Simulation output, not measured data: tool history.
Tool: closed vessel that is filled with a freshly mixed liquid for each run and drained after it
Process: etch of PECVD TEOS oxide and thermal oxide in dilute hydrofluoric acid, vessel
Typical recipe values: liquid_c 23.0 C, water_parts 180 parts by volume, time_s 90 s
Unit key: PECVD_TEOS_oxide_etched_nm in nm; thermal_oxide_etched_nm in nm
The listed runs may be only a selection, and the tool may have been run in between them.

run,hour,liquid_c,water_parts,time_s,wafers since the last listed run,hours since the thermometer was replaced,hours since the hydrofluoric acid flow meter was replaced,hours since the gauge calibration,"read-back film thickness of the PECVD TEOS oxide reference wafer, read on the same gauge (nm)","read-back film thickness of the thermal oxide reference wafer, read on the same gauge (nm)",PECVD_TEOS_oxide_etched_nm,thermal_oxide_etched_nm
1,0.0,23.0,180,90,0,572.7,1680.3,402.7,60.039,120.019,4.114,1.935
# hour 39.0: gauge calibrated
2,48.7,23.0,180,90,5463,621.4,1729.0,9.7,59.958,120.007,4.167,1.935
3,92.1,23.0,180,90,4868,664.8,1772.4,53.1,60.018,120.007,4.146,1.860
4,161.8,23.0,180,90,7819,734.5,1842.1,122.8,59.982,119.929,4.058,1.888
5,192.5,23.0,180,90,3444,765.2,1872.8,153.5,60.034,119.982,4.090,1.872
# hour 244.4: thermometer replaced
6,339.2,20.5,180,90,16345,94.8,2019.5,300.2,59.978,119.983,3.710,1.690
7,366.3,20.5,180,90,3040,121.9,2046.6,327.3,59.996,119.986,3.667,1.707
8,432.5,23.0,180,90,7426,188.1,2112.8,393.5,60.028,120.004,4.062,1.848
9,486.0,21.0,240,65,6001,241.6,2166.3,447.0,60.016,120.016,1.854,0.871
# hour 503.2: hydrofluoric acid flow meter replaced
# hour 521.1: gauge calibrated
10,531.6,23.0,180,90,5003,287.2,28.4,10.5,60.019,119.992,4.789,2.178
11,558.4,19.5,180,55,3006,314.0,55.2,37.3,59.986,119.971,2.533,1.182
12,600.9,25.5,100,60,4767,356.5,97.7,79.8,60.004,120.013,6.813,3.170
13,639.2,25.5,180,90,4296,394.8,136.0,118.1,59.977,120.007,5.172,2.414

Estimate the outcome of run 14 from the log above:
14,665.8,19.0,100,115,2984,421.4,162.6,144.7,?,?,?,?

{"run 14": {"read-back film thickness of the PECVD TEOS oxide reference wafer, read on the same gauge (nm)": 59.979, "read-back film thickness of the thermal oxide reference wafer, read on the same gauge (nm)": 120.013, "PECVD_TEOS_oxide_etched_nm": 10.12, "thermal_oxide_etched_nm": 4.788}}
Were there no unlogged condition in the tool, this run, its random variation unchanged, would have produced PECVD_TEOS_oxide_etched_nm 10.292 nm, thermal_oxide_etched_nm 4.869 nm.

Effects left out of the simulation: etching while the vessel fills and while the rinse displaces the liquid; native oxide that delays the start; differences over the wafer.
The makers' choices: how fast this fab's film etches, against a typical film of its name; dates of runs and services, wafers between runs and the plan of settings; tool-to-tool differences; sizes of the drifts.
